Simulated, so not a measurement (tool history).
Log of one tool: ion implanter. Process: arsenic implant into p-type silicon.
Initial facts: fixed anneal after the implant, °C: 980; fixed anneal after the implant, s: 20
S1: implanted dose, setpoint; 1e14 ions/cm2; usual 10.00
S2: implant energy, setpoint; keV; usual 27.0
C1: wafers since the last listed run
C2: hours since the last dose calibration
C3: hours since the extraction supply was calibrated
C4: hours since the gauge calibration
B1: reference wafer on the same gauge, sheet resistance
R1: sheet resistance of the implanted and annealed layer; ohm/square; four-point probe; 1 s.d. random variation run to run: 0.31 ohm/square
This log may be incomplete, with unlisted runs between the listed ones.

Run 1, day 0.000: usual settings but S2 29.5 keV; C1 0; C2 1018.3; C3 1917.9; C4 234.4; B1 130.90. Result: R1 120.73 ohm/square.
Run 2, day 3.162: usual settings but S1 9.29 1e14 ions/cm2; C1 2797; C2 1094.2; C3 1993.8; C4 310.3; B1 131.14. Result: R1 129.76 ohm/square.
Run 3, day 6.538: usual settings but S2 20.0 keV; C1 2985; C2 1175.2; C3 2074.8; C4 391.3; B1 130.97. Result: R1 137.83 ohm/square.
Run 4, day 9.283: usual settings; C1 2428; C2 1241.1; C3 2140.7; C4 457.2; B1 131.06. Result: R1 124.60 ohm/square.
Run 5, day 10.921: usual settings; C1 1448; C2 1280.4; C3 2180.0; C4 496.5; B1 130.93. Result: R1 124.86 ohm/square.
Run 6, day 12.842: usual settings; C1 1698; C2 1326.5; C3 2226.1; C4 542.6; B1 130.87. Result: R1 124.79 ohm/square.
Run 7, day 14.562: usual settings; C1 1521; C2 1367.8; C3 2267.4; C4 583.9; B1 131.05. Result: R1 124.53 ohm/square.
Run 8, day 17.338: usual settings; C1 2454; C2 1434.4; C3 2334.0; C4 650.5; B1 130.98. Result: R1 124.43 ohm/square.
Run 9, day 19.783: usual settings; C1 2163; C2 1493.1; C3 2392.7; C4 709.2; B1 131.04. Result: R1 125.38 ohm/square.
Run 10, day 23.558: usual settings; C1 3338; C2 1583.7; C3 2483.3; C4 799.8; B1 130.94. Result: R1 125.38 ohm/square.
Run 11, day 27.879: usual settings; C1 3821; C2 1687.4; C3 2587.0; C4 903.5; B1 130.99. Result: R1 124.89 ohm/square.
Run 12, day 30.821: usual settings; C1 2601; C2 1758.0; C3 2657.6; C4 974.1; B1 130.98. Result: R1 124.54 ohm/square.
At day 32.496: Faraday cup replaced and dose calibrated.
Run 13, day 34.238: usual settings; C1 2727; C2 41.8; C3 2739.6; C4 1056.1; B1 131.00. Result: R1 124.08 ohm/square.
At day 37.262: extraction supply calibrated.
Run 14, day 37.917: usual settings; C1 2959; C2 130.1; C3 15.7; C4 1144.4; B1 131.05. Result: R1 125.18 ohm/square.
Run 15, day 40.192: usual settings; C1 2012; C2 184.7; C3 70.3; C4 1199.0; B1 130.99. Result: R1 124.46 ohm/square.
Run 16, day 42.854: usual settings; C1 2354; C2 248.6; C3 134.2; C4 1262.9; B1 131.03. Result: R1 124.82 ohm/square.
Run 17, day 48.225: usual settings but S1 8.55 1e14 ions/cm2, S2 31.0 keV; C1 4750; C2 377.5; C3 263.1; C4 1391.8; B1 131.07. Result: R1 131.79 ohm/square.
Run 18, day 52.433: usual settings but S2 17.5 keV; C1 3722; C2 478.5; C3 364.1; C4 1492.8; B1 131.03. Result: R1 142.78 ohm/square.
Run 19, day 56.721: usual settings but S2 29.5 keV; C1 3792; C2 581.4; C3 467.0; C4 1595.7; B1 131.08. Result: R1 120.82 ohm/square.
At day 57.817: gauge calibrated.
Run 20, day 59.775: usual settings; C1 2701; C2 654.7; C3 540.3; C4 47.0; B1 130.99. Result: R1 124.89 ohm/square.
Run 21, day 63.238: usual settings; C1 3062; C2 737.8; C3 623.4; C4 130.1; B1 131.08. Result: R1 124.35 ohm/square.
Run 22, day 65.271: usual settings but S1 7.33 1e14 ions/cm2, S2 23.5 keV; C1 1798; C2 786.6; C3 672.2; C4 178.9; B1 131.01. Result: R1 154.76 ohm/square.
Run 23, day 67.667: usual settings but S1 8.31 1e14 ions/cm2, S2 22.5 keV; C1 2118; C2 844.1; C3 729.7; C4 236.4; B1 131.01. Result: R1 144.95 ohm/square.
Run 24, day 70.196: usual settings but S1 12.46 1e14 ions/cm2, S2 17.5 keV; C1 2236; C2 904.8; C3 790.4; C4 297.1; B1 130.92. Result: R1 132.61 ohm/square.
Run 25, day 72.154: usual settings but S1 12.92 1e14 ions/cm2, S2 35.5 keV; C1 1732; C2 951.8; C3 837.4; C4 344.1; B1 130.99. Result: R1 99.98 ohm/square.
Run 26, day 74.033: usual settings but S1 11.69 1e14 ions/cm2, S2 35.0 keV; C1 1662; C2 996.9; C3 882.5; C4 389.2; B1 130.94. Result: R1 105.81 ohm/square.
Run 27, day 76.696: usual settings but S1 8.05 1e14 ions/cm2, S2 36.0 keV; C1 2354; C2 1060.8; C3 946.4; C4 453.1; B1 131.02. Result: R1 131.68 ohm/square.
Run 28, day 79.771: usual settings but S1 12.47 1e14 ions/cm2, S2 36.0 keV; C1 2719; C2 1134.6; C3 1020.2; C4 526.9; B1 131.02. Result: R1 101.71 ohm/square.
Run 29, day 83.092: usual settings but S1 11.10 1e14 ions/cm2, S2 17.5 keV; C1 2937; C2 1214.3; C3 1099.9; C4 606.6; B1 131.06. Result: R1 138.06 ohm/square.
Run 30, day 85.617: usual settings but S1 8.55 1e14 ions/cm2, S2 23.5 keV; C1 2233; C2 1274.9; C3 1160.5; C4 667.2; B1 130.98. Result: R1 142.38 ohm/square.
Run 31, day 90.888: usual settings but S1 8.49 1e14 ions/cm2, S2 19.0 keV; C1 4661; C2 1401.4; C3 1287.0; C4 793.7; B1 131.04. Result: R1 150.12 ohm/square.
Run 32, day 94.188: usual settings but S2 29.5 keV; C1 2918; C2 1480.6; C3 1366.2; C4 872.9; B1 131.02. Result: R1 120.78 ohm/square.
Run 33, day 97.979: usual settings but S1 7.64 1e14 ions/cm2, S2 23.0 keV; C1 3353; C2 1571.6; C3 1457.2; C4 963.9; B1 130.99. Result: R1 152.17 ohm/square.
Run 34, day 101.875: usual settings; C1 3445; C2 1665.1; C3 1550.7; C4 1057.4; B1 131.04. Result: R1 124.43 ohm/square.
Run 35, day 104.579: usual settings but S1 7.35 1e14 ions/cm2, S2 23.0 keV; C1 2391; C2 1730.0; C3 1615.6; C4 1122.3; B1 130.99. Result: R1 155.71 ohm/square.
Run 36, day 106.104: usual settings; C1 1348; C2 1766.6; C3 1652.2; C4 1158.9; B1 131.00. Result: R1 124.90 ohm/square.
Run 37, day 108.029: usual settings but S1 11.34 1e14 ions/cm2, S2 20.0 keV; C1 1702; C2 1812.8; C3 1698.4; C4 1205.1; B1 130.99. Result: R1 131.60 ohm/square.

Branching from run 37: 4 alternative next runs. What would each branch give?
Run A, day 108.046: usual settings but S2 33.0 keV; C1 14; C2 1813.2; C3 1698.8; C4 1205.5; B1 ?. Result: R1 ?.
Run B, day 108.046: usual settings but S1 11.94 1e14 ions/cm2; C1 14; C2 1813.2; C3 1698.8; C4 1205.5; B1 ?. Result: R1 ?.
Run C, day 108.046: usual settings but S1 12.65 1e14 ions/cm2, S2 24.5 keV; C1 14; C2 1813.2; C3 1698.8; C4 1205.5; B1 ?. Result: R1 ?.
Run D, day 108.046: usual settings but S1 12.04 1e14 ions/cm2, S2 34.5 keV; C1 14; C2 1813.2; C3 1698.8; C4 1205.5; B1 ?. Result: R1 ?.

run      B1      R1
  A  131.02  116.87
  B  131.02  114.45
  C  131.02  116.27
  D  131.02  104.31
What these runs would have given with no unlogged condition in the tool:
run      R1
  A  116.87
  B  114.45
  C  116.27
  D  104.31
